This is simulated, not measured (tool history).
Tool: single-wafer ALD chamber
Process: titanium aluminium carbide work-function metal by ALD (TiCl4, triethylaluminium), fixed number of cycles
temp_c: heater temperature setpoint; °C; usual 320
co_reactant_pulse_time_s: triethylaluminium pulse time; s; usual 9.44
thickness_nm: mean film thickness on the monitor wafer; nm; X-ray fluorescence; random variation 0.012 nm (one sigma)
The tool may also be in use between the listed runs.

run     day  temp_c  co_reactant_pulse_time_s  read-back reference wafer on the same gauge, thickness_nm  thickness_nm
  1   0.000     310                      9.44                                                      1.970         2.172
  2   4.475     310                      9.44                                                      1.969         2.162
  3   6.492     320                      9.44                                                      1.972         2.296
  4  10.067     320                      9.44                                                      1.968         2.256
  5  13.238     320                      9.44                                                      1.967         2.254
  6  15.896     320                      9.44                                                      1.969         2.280
  7  18.954     330                     11.62                                                      1.972         2.404
  8  21.262     330                     11.62                                                      1.969         2.445
     23.600  -- gauge calibrated
  9  25.525     330                     11.62                                                      1.971         2.415
 10  28.183     320                     12.97                                                      1.970         2.348
     31.483  -- thermocouple changed; heater temperature recalibrated
     33.079  -- showerhead replaced
     34.450  -- triethylaluminium bottle replaced
 11  40.625     306                      9.44                                                      1.973         2.139
 12  42.471     320                     12.97                                                      1.971         2.350
 13  45.317     328                     11.75                                                      1.973         2.430
 14  49.054     329                     10.95                                                      1.973         2.441
 15  52.250     320                      9.44                                                      1.967         2.299
 16  55.683     320                      6.87                                                      1.965         2.150
 17  57.746     333                     12.28                                                      1.972         2.494
 18  61.404     320                      9.44                                                      1.968         2.284

Forecast each of these 4 alternatives for the next run:
  A  61.421     320                      9.44                                                          ?             ?
  B  61.421     314                      9.44                                                          ?             ?
  C  61.421     320                     12.43                                                          ?             ?
  D  61.421     328                      6.37                                                          ?             ?

run  read-back reference wafer on the same gauge, thickness_nm  thickness_nm
  A                                                      1.970         2.274
  B                                                      1.970         2.211
  C                                                      1.970         2.351
  D                                                      1.970         2.166
Without the tool's hidden state the same runs would have given:
run  thickness_nm
  A         2.317
  B         2.253
  C         2.374
  D         2.245
